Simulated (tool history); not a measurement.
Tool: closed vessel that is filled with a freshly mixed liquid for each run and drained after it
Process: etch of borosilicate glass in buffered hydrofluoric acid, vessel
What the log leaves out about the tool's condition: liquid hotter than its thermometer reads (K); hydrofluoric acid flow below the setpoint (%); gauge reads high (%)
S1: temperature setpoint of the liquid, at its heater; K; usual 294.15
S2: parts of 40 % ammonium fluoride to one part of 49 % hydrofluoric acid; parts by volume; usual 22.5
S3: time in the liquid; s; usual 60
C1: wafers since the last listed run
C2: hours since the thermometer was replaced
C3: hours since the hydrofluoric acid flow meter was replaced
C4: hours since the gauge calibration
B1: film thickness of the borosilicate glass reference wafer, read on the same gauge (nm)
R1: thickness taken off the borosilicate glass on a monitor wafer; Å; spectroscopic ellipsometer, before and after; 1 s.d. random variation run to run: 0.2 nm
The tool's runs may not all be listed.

run	hour	S1	S2	S3	C1	C2	C3	C4	B1	R1
1	0.0	294.15	22.5	60	0	1661.0	1297.9	391.9	61.02	291.8
2	64.6	294.15	22.5	60	6492	1725.6	1362.5	456.5	61.15	285.6
3	141.6	294.15	22.5	60	7738	1802.6	1439.5	533.5	61.33	290.7
4	247.2	294.15	22.5	60	10612	1908.2	1545.1	639.1	61.59	292.4
5	303.3	296.65	22.5	60	5637	1964.3	1601.2	695.2	61.71	333.3
6	341.6	296.65	22.5	60	3848	2002.6	1639.5	733.5	61.83	334.6
# hour 366.6: gauge calibrated
7	396.1	294.15	22.5	60	5477	2057.1	1694.0	29.5	60.41	285.5
8	498.2	290.15	22.5	40	10260	2159.2	1796.1	131.6	60.66	152.7
9	602.6	297.65	25.0	40	10491	2263.6	1900.5	236.0	60.89	214.5
# hour 633.4: hydrofluoric acid flow meter replaced
10	705.0	294.15	22.5	60	10190	2366.0	71.6	338.4	61.16	287.5
11	800.7	294.15	20.0	75	9617	2461.7	167.3	434.1	61.38	392.7
# hour 820.7: thermometer replaced
12	888.6	294.15	27.5	75	8733	67.9	255.2	522.0	61.59	317.0
13	931.1	294.15	22.5	60	4271	110.4	297.7	564.5	61.70	291.6
14	1036.0	296.15	22.5	60	10542	215.3	402.6	669.4	61.95	327.2

How would selected steps in R1 from run to run divide? Give the signed amount a tool lacking its hidden state would still show from settings, what came in and random variation, and the signed amount left for the hidden state, including any gauge scatter that is not in both of the compared results.
Run 6 -> 7: S1 296.65 -> 294.15, gauge calibrated. R1 -49.1 Å: hidden state -7.9, all else -41.2.
Run 7 -> 8: S1 294.15 -> 290.15, S3 60 -> 40. R1 -132.8 Å: hidden state -0.4, all else -132.4.
